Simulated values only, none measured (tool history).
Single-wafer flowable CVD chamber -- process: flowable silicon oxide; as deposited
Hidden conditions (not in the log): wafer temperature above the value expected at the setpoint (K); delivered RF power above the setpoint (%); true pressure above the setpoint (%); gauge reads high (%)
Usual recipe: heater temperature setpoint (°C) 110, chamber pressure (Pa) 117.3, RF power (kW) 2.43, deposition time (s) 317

run	day	heater temperature setpoint (°C)	chamber pressure (Pa)	RF power (kW)	deposition time (s)	wafers since the last listed run	hours since the last thermocouple change	hours since the last RF generator calibration	hours since the last manometer calibration	hours since the showerhead was replaced	hours since the gauge calibration	read-back reference wafer on the same gauge, thickness_nm	mean film thickness on the monitor wafer (angstrom)
1	0	110	117.3	2.43	317	0	1584	579.2	562.3	5204.7	286.6	177.387	1768.96
2	1.012	110	117.3	2.43	317	114	1608.3	603.5	586.6	5229	310.9	177.469	1773.88
3	2.621	110	117.3	2.43	317	181	1646.9	642.1	625.2	5267.6	349.5	177.743	1786.7
4	4.688	110	100	2.43	275	232	1696.5	691.7	674.8	5317.2	399.1	177.916	1311.4
5	7.488	110	100	2.43	275	315	1763.7	758.9	742	5384.4	466.3	178.306	1317.15
6	10.379	110	100	2.43	275	325	1833.1	828.3	811.4	5453.8	535.7	178.614	1310
7	13.333	110	129.5	2.43	291	332	1904	899.2	882.3	5524.7	606.6	178.787	1794.6
# day 14.212: thermocouple changed; heater temperature recalibrated
8	14.508	110	117.3	2.43	317	94	7.1	927.4	910.5	5552.9	634.8	179.024	1769.87
9	16.879	110	117.3	2.43	317	267	64	984.3	967.4	5609.8	691.7	178.934	1783.93
# day 19.121: showerhead replaced
10	19.517	110	100	2.43	275	259	127.3	1047.6	1030.7	9.5	755	179.022	1312.33
11	20.95	110	117.3	2.43	317	161	161.7	1082	1065.1	43.9	789.4	179.297	1775.31
# day 21.675: RF generator calibrated
12	22.242	110	126.8	2.1	317	107	192.7	13.6	1096.1	74.9	820.4	179.491	1858.03
13	24.2	100	117.3	2.43	317	220	239.7	60.6	1143.1	121.9	867.4	179.257	2446.57
14	26	114	144.8	2.83	317	202	282.9	103.8	1186.3	165.1	910.6	179.359	2005.01
15	27.921	110	117.3	1.97	317	216	329	149.9	1232.4	211.2	956.7	179.271	1708.4
# day 28.308: capacitance manometer re-zeroed and calibrated
# day 28.912: gauge calibrated
16	30.354	110	92	1.98	370	236	387.4	208.3	49.1	269.6	34.6	174.477	1512.7
17	31.588	110	94.8	2.86	317	138	417	237.9	78.7	299.2	64.2	174.915	1442.69

What does the tool deliver on the next run?
18	34.288	104	141.3	2.83	356	304	481.8	302.7	143.5	364	129	?	?

{"run 18": {"read-back reference wafer on the same gauge, thickness_nm": 175.502, "mean film thickness on the monitor wafer (angstrom)": 2894.66}}
Without the tool's hidden state the same run would have given mean film thickness on the monitor wafer (angstrom) 2868.99.
